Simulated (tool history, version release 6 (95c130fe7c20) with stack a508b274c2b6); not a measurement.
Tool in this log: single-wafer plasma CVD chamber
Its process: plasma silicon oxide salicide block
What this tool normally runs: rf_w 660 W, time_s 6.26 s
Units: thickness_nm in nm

run    day  rf_w  time_s  wafers since the last listed run  hours since the last RF generator calibration  hours since the showerhead was replaced  hours since the gauge calibration  read-back reference wafer on the same gauge, thickness_nm  thickness_nm
  1      0   660    6.26                                 0                                         2117.8                                   8369.9                              192.6                                                     80.589        66.564
  2  0.379   755    6.93                               214                                         2126.9                                     8379                              201.7                                                     80.597        78.558
  3  0.725   755    6.93                               195                                         2135.2                                   8387.3                                210                                                       80.6        78.663
  4  1.367   755    6.93                               363                                         2150.6                                   8402.7                              225.4                                                     80.587        78.603
  5  1.621   660    6.26                               143                                         2156.7                                   8408.8                              231.5                                                     80.558        66.472
  6  2.212   660    6.26                               334                                         2170.9                                     8423                              245.7                                                     80.569         66.52
  7  2.958   660    6.26                               422                                         2188.8                                   8440.9                              263.6                                                     80.575        66.463
  8  3.592   660    6.26                               358                                           2204                                   8456.1                              278.8                                                     80.549        66.349
  9  4.071   660    6.26                               271                                         2215.5                                   8467.6                              290.3                                                     80.601        66.507
 10  4.629   660    6.55                               315                                         2228.9                                     8481                              303.7                                                     80.616        69.653
 11  4.958   660    6.26                               186                                         2236.8                                   8488.9                              311.6                                                     80.616        66.276
 12  5.442   660    6.26                               273                                         2248.4                                   8500.5                              323.2                                                     80.591        66.474
     5.708  -- gauge calibrated
     5.988  -- RF generator calibrated
 13  6.188   660    6.26                               233                                            4.8                                   8518.4                               11.5                                                     80.571        69.281
     7.238  -- showerhead replaced
 14   7.55   775    5.44                               582                                           37.5                                      7.5                               44.2                                                     80.586        65.242
 15  7.988   560    6.26                               247                                             48                                       18                               54.7                                                     80.618        63.485
 16  8.688   715    5.42                               396                                           64.8                                     34.8                               71.5                                                     80.622        62.574

What does the tool deliver on the next run?
 17  8.967   660    6.26                               157                                           71.5                                     41.5                               78.2                                                          ?             ?

Run 17 gave read-back reference wafer on the same gauge, thickness_nm 80.632, thickness_nm 69.237 nm.
Were there no unlogged condition in the tool, this run, its random variation unchanged, would have produced thickness_nm 69.4 nm.
